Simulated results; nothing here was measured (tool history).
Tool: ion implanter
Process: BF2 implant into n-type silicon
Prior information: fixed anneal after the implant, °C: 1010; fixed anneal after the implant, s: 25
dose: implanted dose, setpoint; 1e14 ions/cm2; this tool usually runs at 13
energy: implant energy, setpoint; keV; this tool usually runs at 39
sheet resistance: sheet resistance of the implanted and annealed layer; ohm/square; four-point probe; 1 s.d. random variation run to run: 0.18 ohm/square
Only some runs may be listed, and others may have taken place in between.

run   hour   dose  energy  read-back reference wafer on the same gauge, sheet resistance  sheet resistance
  1      0     13      39                                                         115.65            119.88
  2    6.5     13      39                                                         115.63            119.83
  3   15.7     13      39                                                         115.62            119.38
  4   28.6     13      39                                                         115.49            119.68
  5   36.2     13      39                                                         115.44             119.4
  6   43.4     13      39                                                         115.41            120.09
  7     50     13    28.5                                                         115.37            135.01
  8   66.5     13    28.5                                                         115.27            135.21
  9   73.4     13    28.5                                                         115.23            134.71
      79.7  -- gauge calibrated
      88.9  -- extraction supply calibrated
 10   89.4  10.47      32                                                         115.97             141.2
 11   94.3  11.32    47.5                                                            116            119.61
 12    104  11.32    47.5                                                         116.02            119.67
 13  117.8  11.84      42                                                         115.95             121.9
 14  129.8  11.15      51                                                         115.97            118.52
 15  141.1     13      26                                                         115.93            140.36
 16  149.5     13    28.5                                                         115.96            135.57
 17  162.3     13    28.5                                                         115.94             135.6
     170.4  -- Faraday cup replaced and dose calibrated
 18    171     13      39                                                         115.84            120.05
 19  179.3  16.51    30.5                                                          115.8            124.87
 20  192.1     13    32.5                                                         115.81            129.07
 21  202.8  15.22    28.5                                                          115.8            130.38
 22  210.9  14.45      44                                                         115.69            110.37
 23  218.5   9.66    49.5                                                         115.71            130.12
 24  226.7  14.34      27                                                         115.64            134.95
 25  244.5    9.2    45.5                                                         115.59            137.51
 26  254.4     13      39                                                         115.55            119.86

3 options for the next run, each taken on its own from the tool as it stands now. Forecast them:
  A  254.8    13      39                                                              ?                 ?
  B  254.8  14.9      39                                                              ?                 ?
  C  254.8    13      31                                                              ?                 ?

run  read-back reference wafer on the same gauge, sheet resistance  sheet resistance
  A                                                         115.55            120.14
  B                                                         115.55             115.1
  C                                                         115.55            131.21
The same runs, with their run-to-run variation unchanged, on a tool lacking any hidden condition would have given:
run  sheet resistance
  A            120.61
  B            115.55
  C            131.73
